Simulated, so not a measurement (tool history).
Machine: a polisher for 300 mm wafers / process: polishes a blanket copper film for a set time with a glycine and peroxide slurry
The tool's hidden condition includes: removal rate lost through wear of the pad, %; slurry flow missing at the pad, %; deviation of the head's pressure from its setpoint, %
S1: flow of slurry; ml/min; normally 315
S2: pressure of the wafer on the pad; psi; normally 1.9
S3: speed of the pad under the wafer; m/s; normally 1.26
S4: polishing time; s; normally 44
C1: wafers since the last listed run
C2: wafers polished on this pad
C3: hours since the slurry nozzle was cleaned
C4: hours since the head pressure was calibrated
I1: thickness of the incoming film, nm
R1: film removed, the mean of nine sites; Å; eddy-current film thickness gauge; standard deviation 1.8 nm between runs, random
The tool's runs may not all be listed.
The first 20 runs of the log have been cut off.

| run | hour | S1 | S2 | S3 | S4 | C1 | C2 | C3 | C4 | I1 | R1 |
|---|---|---|---|---|---|---|---|---|---|---|---|
| 21 | 255.9 | 370 | 1.9 | 1.26 | 44 | 98 | 707 | 41.9 | 564.7 | 2290.9 | 1681 |
| 22 | 273.3 | 315 | 1.9 | 1.26 | 30 | 145 | 853 | 59.3 | 582.1 | 2293.6 | 1119 |
|  | 283.1 | head pressure recalibrated |
| 23 | 286.6 | 315 | 1.9 | 1.26 | 44 | 94 | 947 | 72.6 | 3.5 | 2302.3 | 1609 |
| 24 | 304.3 | 315 | 1.9 | 1.26 | 44 | 148 | 1096 | 90.3 | 21.2 | 2331.5 | 1587 |
| 25 | 313.0 | 315 | 1.9 | 1.26 | 44 | 72 | 1169 | 99.0 | 29.9 | 2292.1 | 1542 |
|  | 319.4 | worn pad replaced by a new one |
| 26 | 320.8 | 315 | 1.9 | 1.26 | 34 | 31 | 11 | 106.8 | 37.7 | 2302.5 | 1356 |
| 27 | 328.2 | 315 | 1.4 | 1.54 | 44 | 62 | 73 | 114.2 | 45.1 | 2316.7 | 1614 |
| 28 | 344.3 | 315 | 1.7 | 1.44 | 44 | 135 | 208 | 130.3 | 61.2 | 2310.4 | 1748 |
| 29 | 359.1 | 415 | 1.7 | 1.26 | 44 | 124 | 332 | 145.1 | 76.0 | 2321.2 | 1611 |
| 30 | 368.0 | 315 | 1.7 | 1.10 | 52 | 74 | 407 | 154.0 | 84.9 | 2307.6 | 1634 |
| 31 | 384.6 | 405 | 1.9 | 1.38 | 58 | 139 | 546 | 170.6 | 101.5 | 2296.8 | 2391 |
| 32 | 390.8 | 375 | 1.9 | 1.26 | 39 | 51 | 598 | 176.8 | 107.7 | 2277.8 | 1471 |
| 33 | 402.7 | 285 | 2.1 | 1.54 | 50 | 99 | 698 | 188.7 | 119.6 | 2339.9 | 2299 |

Alternative continuations, all from the tool just after run 33; predict every row:
| A | 403.1 | 315 | 1.9 | 1.26 | 57 | 3 | 701 | 189.1 | 120.0 | 2317.7 | ? |
| B | 403.1 | 315 | 1.9 | 1.02 | 44 | 3 | 701 | 189.1 | 120.0 | 2317.7 | ? |
| C | 403.1 | 315 | 1.9 | 1.26 | 52 | 3 | 701 | 189.1 | 120.0 | 2317.7 | ? |
| D | 403.1 | 260 | 2.5 | 1.26 | 30 | 3 | 701 | 189.1 | 120.0 | 2317.7 | ? |

| run | R1 |
|---|---|
| A | 2079 |
| B | 1360 |
| C | 1896 |
| D | 1327 |
The same runs, with their run-to-run variation unchanged, on a tool lacking any hidden condition would have given:
| run | R1 |
|---|---|
| A | 2283 |
| B | 1493 |
| C | 2082 |
| D | 1463 |
